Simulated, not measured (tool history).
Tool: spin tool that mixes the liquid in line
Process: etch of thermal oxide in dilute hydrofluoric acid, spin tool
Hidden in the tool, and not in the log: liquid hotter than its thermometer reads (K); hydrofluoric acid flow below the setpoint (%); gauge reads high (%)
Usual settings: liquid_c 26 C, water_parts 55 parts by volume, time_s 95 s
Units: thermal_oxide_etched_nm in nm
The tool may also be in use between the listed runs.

run,day,liquid_c,water_parts,time_s,wafers since the last listed run,hours since the thermometer was replaced,hours since the hydrofluoric acid flow meter was replaced,hours since the gauge calibration,"read-back film thickness of the thermal oxide reference wafer, read on the same gauge (nm)",thermal_oxide_etched_nm
1,0,26,55,125,0,1936.8,1131,1045.5,89.98,11.51
2,2.912,26,55,125,416,2006.7,1200.9,1115.4,90,11.51
3,4.642,26,55,55,247,2048.2,1242.4,1156.9,90.01,5.11
4,7.646,26,55,55,429,2120.3,1314.5,1229,90.01,5.04
5,10.617,26,65,95,424,2191.6,1385.8,1300.3,90.02,7.2
6,22.792,26,65,95,1740,2483.8,1678,1592.5,89.97,7.2
7,25.412,26,65,95,374,2546.7,1740.9,1655.4,90,7.18
8,28.308,26,55,95,414,2616.2,1810.4,1724.9,89.97,8.56
9,29.925,26,55,95,231,2655,1849.2,1763.7,90.01,8.72
# day 33.558: thermometer replaced
10,33.629,26,55,95,523,1.7,1938.1,1852.6,90.04,8.58
11,37.579,26,55,80,564,96.5,2032.9,1947.4,89.98,7.18
# day 38.817: gauge calibrated
# day 39.492: hydrofluoric acid flow meter replaced
12,41.942,26,55,80,617,201.2,58.8,75,89.98,7.55
13,43.738,23,55,75,256,244.3,101.9,118.1,89.97,6.32
14,45.421,26,55,95,240,284.7,142.3,158.5,90,8.99
15,47.175,22.5,55,110,250,326.8,184.4,200.6,89.96,8.99
16,49.004,26,55,95,261,370.7,228.3,244.5,89.99,8.97
17,51.704,26,55,95,386,435.5,293.1,309.3,90,8.93
18,56.033,28,55,125,619,539.4,397,413.2,89.99,12.72
19,58.871,26,55,75,405,607.5,465.1,481.3,90.01,7.05
20,62.679,29,55,95,544,698.9,556.5,572.7,90.04,10.01
21,66.612,23.5,65,145,562,793.3,650.9,667.1,89.99,10.29
22,68.258,26,55,95,235,832.8,690.4,706.6,90.02,8.89
23,70.088,28.5,75,45,261,876.7,734.3,750.5,89.98,3.28
24,73.888,26,55,95,543,967.9,825.5,841.7,90.01,8.77
25,75.8,26,55,95,273,1013.8,871.4,887.6,89.99,8.82
26,78.571,23.5,55,145,396,1080.3,937.9,954.1,89.99,12.12
27,82.608,26,55,95,577,1177.2,1034.8,1051,90.02,8.8
28,84.329,21.5,65,110,246,1218.5,1076.1,1092.3,89.99,7.13
29,86.717,28.5,75,55,341,1275.8,1133.4,1149.6,90.02,3.96
30,88.354,26,55,95,234,1315.1,1172.7,1188.9,90,8.75

Run 31 comes next. What will it give?
31,91.417,26,35,120,437,1388.6,1246.2,1262.4,?,?

Run 31 gave read-back film thickness of the thermal oxide reference wafer, read on the same gauge (nm) 89.97, thermal_oxide_etched_nm 17.78 nm.
Without the tool's hidden state the same run would have given thermal_oxide_etched_nm 18.31 nm.
